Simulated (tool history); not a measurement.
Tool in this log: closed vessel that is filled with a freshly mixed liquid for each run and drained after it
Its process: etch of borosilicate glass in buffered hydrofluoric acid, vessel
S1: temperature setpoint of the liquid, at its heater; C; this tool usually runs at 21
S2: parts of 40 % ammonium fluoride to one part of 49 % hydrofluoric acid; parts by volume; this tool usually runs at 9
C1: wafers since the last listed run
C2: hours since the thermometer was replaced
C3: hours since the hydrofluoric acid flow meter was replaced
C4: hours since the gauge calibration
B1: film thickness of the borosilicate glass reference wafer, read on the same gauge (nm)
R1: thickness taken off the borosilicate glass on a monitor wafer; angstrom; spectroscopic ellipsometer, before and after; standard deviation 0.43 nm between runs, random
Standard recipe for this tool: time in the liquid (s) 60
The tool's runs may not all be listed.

{"run": 1, "hour": 0.0, "S1": 21, "S2": 9, "time in the liquid (s)": 75, "C1": 0, "C2": 811.1, "C3": 361.2, "C4": 77.3, "B1": 129.99, "R1": 633.1}
{"run": 2, "hour": 16.6, "S1": 21, "S2": 9, "time in the liquid (s)": 75, "C1": 1395, "C2": 827.7, "C3": 377.8, "C4": 93.9, "B1": 129.99, "R1": 632.7}
{"run": 3, "hour": 23.7, "S1": 21, "S2": 9, "time in the liquid (s)": 75, "C1": 596, "C2": 834.8, "C3": 384.9, "C4": 101, "B1": 129.99, "R1": 624.7}
{"hour": 31.1, "done": "gauge calibrated"}
{"run": 4, "hour": 41.4, "S1": 19, "S2": 9, "time in the liquid (s)": 60, "C1": 1488, "C2": 852.5, "C3": 402.6, "C4": 10.3, "B1": 130.02, "R1": 446.3}
{"run": 5, "hour": 50.0, "S1": 21, "S2": 9, "time in the liquid (s)": 60, "C1": 722, "C2": 861.1, "C3": 411.2, "C4": 18.9, "B1": 130, "R1": 503.1}
{"run": 6, "hour": 64.4, "S1": 21, "S2": 9, "time in the liquid (s)": 60, "C1": 1210, "C2": 875.5, "C3": 425.6, "C4": 33.3, "B1": 130, "R1": 500.5}
{"hour": 80.0, "done": "hydrofluoric acid flow meter replaced"}
{"run": 7, "hour": 81.8, "S1": 21, "S2": 9, "time in the liquid (s)": 60, "C1": 1378, "C2": 892.9, "C3": 1.8, "C4": 50.7, "B1": 130.01, "R1": 526.3}
{"run": 8, "hour": 89.9, "S1": 19, "S2": 9, "time in the liquid (s)": 60, "C1": 680, "C2": 901, "C3": 9.9, "C4": 58.8, "B1": 130.01, "R1": 473}
{"run": 9, "hour": 102.6, "S1": 21, "S2": 7, "time in the liquid (s)": 80, "C1": 1067, "C2": 913.7, "C3": 22.6, "C4": 71.5, "B1": 130.01, "R1": 923.1}
{"run": 10, "hour": 115.8, "S1": 18.5, "S2": 9, "time in the liquid (s)": 60, "C1": 1109, "C2": 926.9, "C3": 35.8, "C4": 84.7, "B1": 129.99, "R1": 456.1}
{"hour": 116.9, "done": "thermometer replaced"}
{"run": 11, "hour": 126.1, "S1": 23.5, "S2": 11, "time in the liquid (s)": 60, "C1": 781, "C2": 9.2, "C3": 46.1, "C4": 95, "B1": 130.02, "R1": 586.3}
{"run": 12, "hour": 140.4, "S1": 19, "S2": 9, "time in the liquid (s)": 30, "C1": 1202, "C2": 23.5, "C3": 60.4, "C4": 109.3, "B1": 129.99, "R1": 268.6}
{"run": 13, "hour": 157.5, "S1": 19, "S2": 9, "time in the liquid (s)": 60, "C1": 1437, "C2": 40.6, "C3": 77.5, "C4": 126.4, "B1": 130.02, "R1": 525.1}
{"hour": 161.8, "done": "gauge calibrated"}
{"run": 14, "hour": 175.3, "S1": 17, "S2": 12.5, "time in the liquid (s)": 30, "C1": 1496, "C2": 58.4, "C3": 95.3, "C4": 13.5, "B1": 130, "R1": 176}

Run 15 comes next. What will it give?
{"run": 15, "hour": 222.4, "S1": 25, "S2": 10.5, "time in the liquid (s)": 60, "C1": 3959, "C2": 105.5, "C3": 142.4, "C4": 60.6, "B1": "?", "R1": "?"}

Run 15 produced B1 130, R1 636.3 angstrom.
With the hidden condition absent and the run-to-run variation left alone, this run would have shown R1 683.3 angstrom.

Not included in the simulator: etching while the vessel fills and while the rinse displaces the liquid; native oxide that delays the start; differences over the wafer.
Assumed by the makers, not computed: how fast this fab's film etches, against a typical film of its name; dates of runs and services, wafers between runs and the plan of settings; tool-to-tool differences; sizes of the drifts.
